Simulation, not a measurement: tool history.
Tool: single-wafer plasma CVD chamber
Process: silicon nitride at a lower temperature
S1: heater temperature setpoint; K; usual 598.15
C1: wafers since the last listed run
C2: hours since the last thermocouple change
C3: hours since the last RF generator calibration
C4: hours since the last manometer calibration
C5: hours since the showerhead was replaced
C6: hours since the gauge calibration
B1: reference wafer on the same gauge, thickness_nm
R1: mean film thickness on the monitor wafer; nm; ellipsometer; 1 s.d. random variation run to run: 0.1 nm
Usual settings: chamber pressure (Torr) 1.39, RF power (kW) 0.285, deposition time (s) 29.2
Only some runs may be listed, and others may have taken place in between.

{"run": 1, "day": 0.0, "S1": 598.15, "chamber pressure (Torr)": 1.64, "RF power (kW)": 0.285, "deposition time (s)": 26.8, "C1": 0, "C2": 1152.4, "C3": 914.7, "C4": 1525.2, "C5": 2614.3, "C6": 164.9, "B1": 33.486, "R1": 29.563}
{"run": 2, "day": 0.667, "S1": 598.15, "chamber pressure (Torr)": 1.64, "RF power (kW)": 0.285, "deposition time (s)": 26.8, "C1": 469, "C2": 1168.4, "C3": 930.7, "C4": 1541.2, "C5": 2630.3, "C6": 180.9, "B1": 33.495, "R1": 29.589}
{"run": 3, "day": 1.092, "S1": 598.15, "chamber pressure (Torr)": 1.64, "RF power (kW)": 0.285, "deposition time (s)": 26.8, "C1": 299, "C2": 1178.6, "C3": 940.9, "C4": 1551.4, "C5": 2640.5, "C6": 191.1, "B1": 33.522, "R1": 29.352}
{"run": 4, "day": 1.4, "S1": 598.15, "chamber pressure (Torr)": 1.39, "RF power (kW)": 0.285, "deposition time (s)": 29.2, "C1": 217, "C2": 1186.0, "C3": 948.3, "C4": 1558.8, "C5": 2647.9, "C6": 198.5, "B1": 33.481, "R1": 30.791}
{"run": 5, "day": 1.946, "S1": 598.15, "chamber pressure (Torr)": 1.39, "RF power (kW)": 0.285, "deposition time (s)": 29.2, "C1": 384, "C2": 1199.1, "C3": 961.4, "C4": 1571.9, "C5": 2661.0, "C6": 211.6, "B1": 33.493, "R1": 30.669}
{"run": 6, "day": 2.558, "S1": 598.15, "chamber pressure (Torr)": 1.39, "RF power (kW)": 0.285, "deposition time (s)": 29.2, "C1": 431, "C2": 1213.8, "C3": 976.1, "C4": 1586.6, "C5": 2675.7, "C6": 226.3, "B1": 33.491, "R1": 30.468}
{"run": 7, "day": 3.117, "S1": 598.15, "chamber pressure (Torr)": 1.39, "RF power (kW)": 0.285, "deposition time (s)": 29.2, "C1": 393, "C2": 1227.2, "C3": 989.5, "C4": 1600.0, "C5": 2689.1, "C6": 239.7, "B1": 33.502, "R1": 30.509}
{"day": 3.721, "done": "gauge calibrated"}
{"day": 4.162, "done": "showerhead replaced"}
{"run": 8, "day": 4.317, "S1": 598.15, "chamber pressure (Torr)": 1.39, "RF power (kW)": 0.285, "deposition time (s)": 29.2, "C1": 610, "C2": 1256.0, "C3": 1018.3, "C4": 1628.8, "C5": 3.7, "C6": 14.3, "B1": 33.521, "R1": 30.424}
{"run": 9, "day": 4.883, "S1": 598.15, "chamber pressure (Torr)": 1.39, "RF power (kW)": 0.285, "deposition time (s)": 27.9, "C1": 399, "C2": 1269.6, "C3": 1031.9, "C4": 1642.4, "C5": 17.3, "C6": 27.9, "B1": 33.498, "R1": 29.011}
{"day": 5.692, "done": "capacitance manometer re-zeroed and calibrated"}
{"run": 10, "day": 5.712, "S1": 598.15, "chamber pressure (Torr)": 1.39, "RF power (kW)": 0.315, "deposition time (s)": 29.2, "C1": 349, "C2": 1289.5, "C3": 1051.8, "C4": 0.5, "C5": 37.2, "C6": 47.8, "B1": 33.496, "R1": 33.171}
{"run": 11, "day": 6.079, "S1": 598.15, "chamber pressure (Torr)": 1.64, "RF power (kW)": 0.285, "deposition time (s)": 26.8, "C1": 258, "C2": 1298.3, "C3": 1060.6, "C4": 9.3, "C5": 46.0, "C6": 56.6, "B1": 33.523, "R1": 29.076}
{"run": 12, "day": 6.5, "S1": 598.15, "chamber pressure (Torr)": 1.39, "RF power (kW)": 0.315, "deposition time (s)": 33.2, "C1": 296, "C2": 1308.4, "C3": 1070.7, "C4": 19.4, "C5": 56.1, "C6": 66.7, "B1": 33.511, "R1": 37.666}
{"day": 7.042, "done": "thermocouple changed; heater temperature recalibrated"}
{"run": 13, "day": 7.133, "S1": 604.15, "chamber pressure (Torr)": 1.39, "RF power (kW)": 0.3, "deposition time (s)": 29.2, "C1": 211, "C2": 2.2, "C3": 1085.9, "C4": 34.6, "C5": 71.3, "C6": 81.9, "B1": 33.512, "R1": 31.655}
{"day": 7.967, "done": "RF generator calibrated"}
{"run": 14, "day": 8.542, "S1": 598.15, "chamber pressure (Torr)": 1.16, "RF power (kW)": 0.285, "deposition time (s)": 34.9, "C1": 757, "C2": 36.0, "C3": 13.8, "C4": 68.4, "C5": 105.1, "C6": 115.7, "B1": 33.498, "R1": 35.677}
{"run": 15, "day": 9.1, "S1": 598.15, "chamber pressure (Torr)": 1.39, "RF power (kW)": 0.285, "deposition time (s)": 29.2, "C1": 393, "C2": 49.4, "C3": 27.2, "C4": 81.8, "C5": 118.5, "C6": 129.1, "B1": 33.527, "R1": 31.652}
{"run": 16, "day": 9.575, "S1": 583.15, "chamber pressure (Torr)": 1.39, "RF power (kW)": 0.25, "deposition time (s)": 29.2, "C1": 334, "C2": 60.8, "C3": 38.6, "C4": 93.2, "C5": 129.9, "C6": 140.5, "B1": 33.522, "R1": 28.256}
{"run": 17, "day": 10.304, "S1": 598.15, "chamber pressure (Torr)": 1.39, "RF power (kW)": 0.31, "deposition time (s)": 32.6, "C1": 513, "C2": 78.3, "C3": 56.1, "C4": 110.7, "C5": 147.4, "C6": 158.0, "B1": 33.499, "R1": 37.961}
{"run": 18, "day": 10.746, "S1": 598.15, "chamber pressure (Torr)": 1.39, "RF power (kW)": 0.285, "deposition time (s)": 29.2, "C1": 311, "C2": 88.9, "C3": 66.7, "C4": 121.3, "C5": 158.0, "C6": 168.6, "B1": 33.51, "R1": 31.65}
{"run": 19, "day": 11.362, "S1": 598.15, "chamber pressure (Torr)": 1.39, "RF power (kW)": 0.285, "deposition time (s)": 25.0, "C1": 434, "C2": 103.7, "C3": 81.5, "C4": 136.1, "C5": 172.8, "C6": 183.4, "B1": 33.495, "R1": 27.069}

State the hidden condition of the tool at each of the runs:
wafer temperature above the value expected at the setpoint (K): 0, the same for each run
true pressure above the setpoint (%): 0, the same for each run
gauge reads high (%): 0, the same for each run
H1: delivered RF power above the setpoint (%)
run=1 H1=-4.33
run=2 H1=-4.47
run=3 H1=-4.57
run=4 H1=-4.63
run=5 H1=-4.76
run=6 H1=-4.9
run=7 H1=-5.02
run=8 H1=-5.31
run=9 H1=-5.44
run=10 H1=-5.64
run=11 H1=-5.74
run=12 H1=-5.84
run=13 H1=-6
run=14 H1=-1.13
run=15 H1=-1.13
run=16 H1=-1.14
run=17 H1=-1.14
run=18 H1=-1.15
run=19 H1=-1.16
